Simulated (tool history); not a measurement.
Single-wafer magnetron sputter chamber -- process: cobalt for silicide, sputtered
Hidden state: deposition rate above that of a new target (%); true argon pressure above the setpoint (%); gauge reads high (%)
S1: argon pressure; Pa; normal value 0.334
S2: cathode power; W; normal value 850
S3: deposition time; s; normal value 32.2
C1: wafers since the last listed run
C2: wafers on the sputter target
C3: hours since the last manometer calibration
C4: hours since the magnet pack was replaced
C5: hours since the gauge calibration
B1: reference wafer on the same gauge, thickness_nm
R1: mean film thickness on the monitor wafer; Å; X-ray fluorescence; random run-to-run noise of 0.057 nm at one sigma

Run 1, day 0.000: usual settings; C1 0; C2 4449; C3 1966.7; C4 8678.1; C5 748.7; B1 12.994. Result: R1 123.72 Å.
Run 2, day 3.121: usual settings but S2 1000 W; C1 1975; C2 6425; C3 2041.6; C4 8753.0; C5 823.6; B1 13.011. Result: R1 138.94 Å.
At day 4.262: sputter target and shields replaced.
Run 3, day 7.383: usual settings but S2 1000 W; C1 2487; C2 1974; C3 2143.9; C4 8855.3; C5 925.9; B1 13.000. Result: R1 143.25 Å.
Run 4, day 9.679: usual settings but S2 1000 W; C1 1453; C2 3428; C3 2199.0; C4 8910.4; C5 981.0; B1 13.011. Result: R1 142.00 Å.
Run 5, day 12.317: usual settings; C1 1669; C2 5098; C3 2262.3; C4 8973.7; C5 1044.3; B1 13.006. Result: R1 123.18 Å.
Run 6, day 14.858: usual settings; C1 1609; C2 6707; C3 2323.3; C4 9034.7; C5 1105.3; B1 12.991. Result: R1 123.69 Å.
At day 15.325: sputter target and shields replaced.
Run 7, day 18.429: usual settings but S3 33.7 s; C1 2049; C2 1965; C3 2409.0; C4 9120.4; C5 1191.0; B1 13.004. Result: R1 133.48 Å.
Run 8, day 20.046: usual settings but S3 33.7 s; C1 1023; C2 2989; C3 2447.8; C4 9159.2; C5 1229.8; B1 12.998. Result: R1 130.96 Å.
At day 21.679: magnet pack replaced.
At day 22.721: capacitance manometer re-zeroed and calibrated.
Run 9, day 23.875: usual settings but S1 0.361 Pa, S3 29.2 s; C1 2002; C2 4991; C3 27.7; C4 52.7; C5 1321.7; B1 12.990. Result: R1 111.97 Å.
At day 24.592: gauge calibrated.
At day 25.767: sputter target and shields replaced.
Run 10, day 27.071: usual settings but S1 0.216 Pa, S2 950 W, S3 29.2 s; C1 1812; C2 826; C3 104.4; C4 129.4; C5 59.5; B1 12.980. Result: R1 130.19 Å.
Run 11, day 29.883: usual settings but S3 33.7 s; C1 1780; C2 2606; C3 171.9; C4 196.9; C5 127.0; B1 13.008. Result: R1 131.35 Å.
Run 12, day 33.900: usual settings but S2 950 W; C1 2543; C2 5149; C3 268.3; C4 293.3; C5 223.4; B1 12.990. Result: R1 134.98 Å.
Run 13, day 35.733: usual settings but S1 0.210 Pa, S2 950 W, S3 34.5 s; C1 1160; C2 6310; C3 312.3; C4 337.3; C5 267.4; B1 12.995. Result: R1 148.16 Å.
At day 36.921: sputter target and shields replaced.
Run 14, day 40.058: usual settings; C1 2527; C2 1987; C3 416.1; C4 441.1; C5 371.2; B1 13.010. Result: R1 126.21 Å.
Run 15, day 41.704: usual settings; C1 1042; C2 3029; C3 455.6; C4 480.6; C5 410.7; B1 12.996. Result: R1 124.33 Å.
Run 16, day 44.467: usual settings but S2 950 W; C1 1749; C2 4778; C3 521.9; C4 546.9; C5 477.0; B1 13.007. Result: R1 134.57 Å.
At day 46.325: sputter target and shields replaced.
Run 17, day 47.688: usual settings but S2 700 W; C1 1828; C2 863; C3 599.2; C4 624.2; C5 554.3; B1 13.010. Result: R1 111.36 Å.
Run 18, day 50.342: usual settings but S2 1000 W, S3 27.5 s; C1 1680; C2 2544; C3 662.9; C4 687.9; C5 618.0; B1 13.019. Result: R1 121.88 Å.

Predict each of these 3 candidate next runs independently; none follows another, all start after run 18:
Run A, day 50.358: usual settings but S2 750 W; C1 10; C2 2554; C3 663.3; C4 688.3; C5 618.4; B1 ?. Result: R1 ?.
Run B, day 50.358: usual settings but S1 0.419 Pa, S2 950 W; C1 10; C2 2554; C3 663.3; C4 688.3; C5 618.4; B1 ?. Result: R1 ?.
Run C, day 50.358: usual settings but S1 0.296 Pa; C1 10; C2 2554; C3 663.3; C4 688.3; C5 618.4; B1 ?. Result: R1 ?.

run      B1      R1
  A  12.989  114.63
  B  12.989  134.45
  C  12.989  126.66
Without the tool's hidden state the same runs would have given:
run      R1
  A  120.22
  B  141.00
  C  132.83

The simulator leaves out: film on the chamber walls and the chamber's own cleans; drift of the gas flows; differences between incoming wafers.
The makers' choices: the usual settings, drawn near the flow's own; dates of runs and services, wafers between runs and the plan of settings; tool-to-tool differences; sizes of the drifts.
